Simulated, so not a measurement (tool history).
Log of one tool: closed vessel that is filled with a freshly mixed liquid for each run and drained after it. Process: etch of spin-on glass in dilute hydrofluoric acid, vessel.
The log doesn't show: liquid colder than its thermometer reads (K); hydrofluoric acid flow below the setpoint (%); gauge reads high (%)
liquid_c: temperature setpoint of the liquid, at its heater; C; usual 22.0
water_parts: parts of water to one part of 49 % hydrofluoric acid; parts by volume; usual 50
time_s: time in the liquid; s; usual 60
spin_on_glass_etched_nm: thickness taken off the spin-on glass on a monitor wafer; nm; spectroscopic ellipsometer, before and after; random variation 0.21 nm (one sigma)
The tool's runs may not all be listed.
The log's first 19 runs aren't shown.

run,day,liquid_c,water_parts,time_s,wafers since the last listed run,hours since the thermometer was replaced,hours since the hydrofluoric acid flow meter was replaced,hours since the gauge calibration,"read-back film thickness of the spin-on glass reference wafer, read on the same gauge (nm)",spin_on_glass_etched_nm
20,45.762,22.0,50,60,8827,639.6,588.2,374.8,79.97,31.61
21,48.367,18.0,50,60,7904,702.1,650.7,437.3,80.02,26.76
22,50.912,22.0,50,60,7727,763.2,711.8,498.4,80.03,31.37
23,52.092,22.0,70,70,3579,791.5,740.1,526.7,79.98,25.23
24,53.579,27.0,40,60,4515,827.2,775.8,562.4,80.00,49.02
25,54.950,22.0,50,60,4160,860.1,808.7,595.3,79.99,31.38
26,62.025,22.0,25,60,21475,1029.9,978.5,765.1,80.02,64.09
27,64.742,18.5,30,90,8246,1095.1,1043.7,830.3,80.02,69.36
28,65.750,17.5,50,60,3060,1119.3,1067.9,854.5,80.04,25.81
29,67.667,22.0,50,85,5817,1165.3,1113.9,900.5,80.00,43.59
# day 68.725: hydrofluoric acid flow meter replaced
30,69.000,26.5,70,60,3920,1197.3,6.6,932.5,80.02,26.94
31,71.154,22.0,60,35,6538,1249.0,58.3,984.2,80.00,15.39

Forecast run 32:
32,72.742,26.5,55,75,4818,1287.1,96.4,1022.3,?,?

read-back film thickness of the spin-on glass reference wafer, read on the same gauge (nm): 79.98
spin_on_glass_etched_nm: 43.58 nm
Without the tool's hidden state the same run would have given spin_on_glass_etched_nm 43.97 nm.

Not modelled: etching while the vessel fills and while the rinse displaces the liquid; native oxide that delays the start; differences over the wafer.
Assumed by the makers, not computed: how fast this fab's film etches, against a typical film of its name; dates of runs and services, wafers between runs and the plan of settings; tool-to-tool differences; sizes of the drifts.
